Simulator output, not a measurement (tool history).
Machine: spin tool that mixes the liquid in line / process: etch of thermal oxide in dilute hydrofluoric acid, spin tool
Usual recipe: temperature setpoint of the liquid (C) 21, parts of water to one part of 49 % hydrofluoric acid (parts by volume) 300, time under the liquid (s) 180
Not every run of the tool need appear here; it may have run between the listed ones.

| run | hour | temperature setpoint of the liquid (C) | parts of water to one part of 49 % hydrofluoric acid (parts by volume) | time under the liquid (s) | read-back film thickness of the thermal oxide reference wafer, read on the same gauge (nm) | thickness taken off the thermal oxide on a monitor wafer (nm) |
|---|---|---|---|---|---|---|
| 1 | 0 | 21 | 300 | 180 | 150.029 | 1.989 |
| 2 | 19.4 | 21 | 300 | 180 | 149.984 | 1.962 |
| 3 | 54.3 | 21 | 300 | 180 | 150.014 | 2.06 |
| 4 | 85.8 | 21 | 300 | 180 | 150.011 | 2.088 |
| 5 | 120.2 | 21 | 300 | 180 | 150.029 | 2.051 |
| 6 | 149.1 | 21 | 300 | 180 | 150.015 | 2.066 |
| 7 | 161.9 | 21 | 300 | 180 | 150.034 | 2.024 |
| 8 | 181.8 | 21 | 245 | 180 | 149.985 | 2.647 |
|  | 204.9 | gauge calibrated |
| 9 | 208.5 | 21 | 245 | 180 | 149.964 | 2.629 |
| 10 | 220.8 | 21 | 245 | 180 | 150.01 | 2.729 |
| 11 | 252 | 21 | 300 | 180 | 150.024 | 2.024 |
| 12 | 266.1 | 21 | 300 | 180 | 149.984 | 1.972 |
| 13 | 287.9 | 21 | 300 | 180 | 150.004 | 1.988 |
| 14 | 315.2 | 21 | 300 | 180 | 150.013 | 2.058 |
| 15 | 350.9 | 21 | 300 | 180 | 150.05 | 2.011 |
| 16 | 369.3 | 21 | 300 | 180 | 150.041 | 2.036 |
| 17 | 394.8 | 23 | 300 | 180 | 150.03 | 2.14 |
|  | 415.1 | thermometer replaced |
| 18 | 418.3 | 24 | 410 | 210 | 150.016 | 1.757 |
|  | 429.4 | hydrofluoric acid flow meter replaced |
| 19 | 450.2 | 17 | 235 | 180 | 150.012 | 2.416 |
| 20 | 473.5 | 17 | 385 | 270 | 150.02 | 1.905 |
| 21 | 499.1 | 21 | 300 | 180 | 150.017 | 2.018 |
| 22 | 518.3 | 22.5 | 340 | 180 | 149.984 | 1.787 |
| 23 | 543.4 | 18.5 | 170 | 95 | 149.978 | 1.927 |
| 24 | 563.3 | 25.5 | 300 | 245 | 149.97 | 3.168 |
| 25 | 582.6 | 17.5 | 175 | 240 | 149.938 | 4.367 |
|  | 594.1 | gauge calibrated |
| 26 | 618.4 | 21 | 300 | 180 | 150.01 | 2.027 |
| 27 | 645.8 | 21 | 300 | 240 | 149.982 | 2.704 |
| 28 | 681.8 | 21 | 355 | 80 | 150.05 | 0.708 |
| 29 | 700.2 | 21 | 300 | 250 | 150.04 | 2.78 |
| 30 | 723.2 | 22.5 | 300 | 180 | 149.995 | 2.159 |
| 31 | 751.1 | 21 | 355 | 180 | 150.015 | 1.633 |
| 32 | 775.5 | 25 | 440 | 70 | 150.001 | 0.551 |
| 33 | 805.5 | 21 | 300 | 180 | 149.934 | 2.065 |

List, for all runs, the conditions of the tool that the log does not record:
liquid hotter than its thermometer reads (K): 0 at every run
hydrofluoric acid flow above the setpoint (%): 0 at every run
gauge reads high (%): 0 at every run

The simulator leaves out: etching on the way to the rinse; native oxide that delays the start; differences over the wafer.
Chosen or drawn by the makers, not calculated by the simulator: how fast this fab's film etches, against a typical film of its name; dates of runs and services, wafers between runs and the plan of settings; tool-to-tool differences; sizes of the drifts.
